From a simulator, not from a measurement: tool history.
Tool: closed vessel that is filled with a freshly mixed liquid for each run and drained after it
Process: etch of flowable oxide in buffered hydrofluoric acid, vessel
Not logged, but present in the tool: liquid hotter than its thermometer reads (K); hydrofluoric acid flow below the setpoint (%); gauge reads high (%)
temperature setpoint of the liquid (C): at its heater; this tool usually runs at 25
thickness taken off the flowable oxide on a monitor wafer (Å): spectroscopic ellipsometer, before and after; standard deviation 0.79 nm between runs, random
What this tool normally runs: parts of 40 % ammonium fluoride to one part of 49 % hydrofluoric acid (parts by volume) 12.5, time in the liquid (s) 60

run	hour	temperature setpoint of the liquid (C)	parts of 40 % ammonium fluoride to one part of 49 % hydrofluoric acid (parts by volume)	time in the liquid (s)	wafers since the last listed run	hours since the thermometer was replaced	hours since the hydrofluoric acid flow meter was replaced	hours since the gauge calibration	read-back film thickness of the flowable oxide reference wafer, read on the same gauge (nm)	thickness taken off the flowable oxide on a monitor wafer (Å)
1	0	25	15.5	60	0	1538.6	1240.8	216.7	110	1722.8
2	77.4	25	15.5	60	5293	1616	1318.2	294.1	110	1716.9
3	142.9	25	12.5	60	4479	1681.5	1383.7	359.6	110	2116.9
4	244.6	25	12.5	80	6955	1783.2	1485.4	461.3	109.98	2822.1
# hour 416.5: thermometer replaced
5	522.3	25	12.5	80	18924	105.8	1763.1	739	109.99	2711.1
6	615.2	25	12.5	80	6353	198.7	1856	831.9	109.97	2713.9
7	699.5	25	12.5	60	5765	283	1940.3	916.2	110	2031.4
# hour 730.6: gauge calibrated
# hour 739.3: hydrofluoric acid flow meter replaced
8	759.6	25	12.5	40	4042	343.1	20.3	29	110.02	1454.5
9	815.4	25	11	75	3816	398.9	76.1	84.8	110.03	3066.4
10	945.1	27.5	12.5	60	8870	528.6	205.8	214.5	110	2486.9
11	985.8	25	7.5	80	2783	569.3	246.5	255.2	109.99	4648.7
12	1081.9	25	12.5	60	6572	665.4	342.6	351.3	109.98	2152.1
13	1150.9	29	16.5	60	4719	734.4	411.6	420.3	110.03	2032.2
14	1211.7	28	8.5	60	4158	795.2	472.4	481.1	109.99	3555.8
15	1255.6	21	17.5	90	3002	839.1	516.3	525	110	1858.5

4 options for the next run, each taken on its own from the tool as it stands now. Forecast them:
A	1256.3	25	12.5	85	47	839.8	517	525.7	?	?
B	1256.3	27	10.5	60	47	839.8	517	525.7	?	?
C	1256.3	30	12.5	60	47	839.8	517	525.7	?	?
D	1256.3	21.5	12.5	30	47	839.8	517	525.7	?	?

run	read-back film thickness of the flowable oxide reference wafer, read on the same gauge (nm)	thickness taken off the flowable oxide on a monitor wafer (Å)
A	110.01	3067.7
B	110.01	2858.9
C	110.01	2826.5
D	110.01	893.9
The same runs, with their run-to-run variation unchanged, on a tool lacking any hidden condition would have given:
run	thickness taken off the flowable oxide on a monitor wafer (Å)
A	3109.2
B	2897.5
C	2865.7
D	905.7
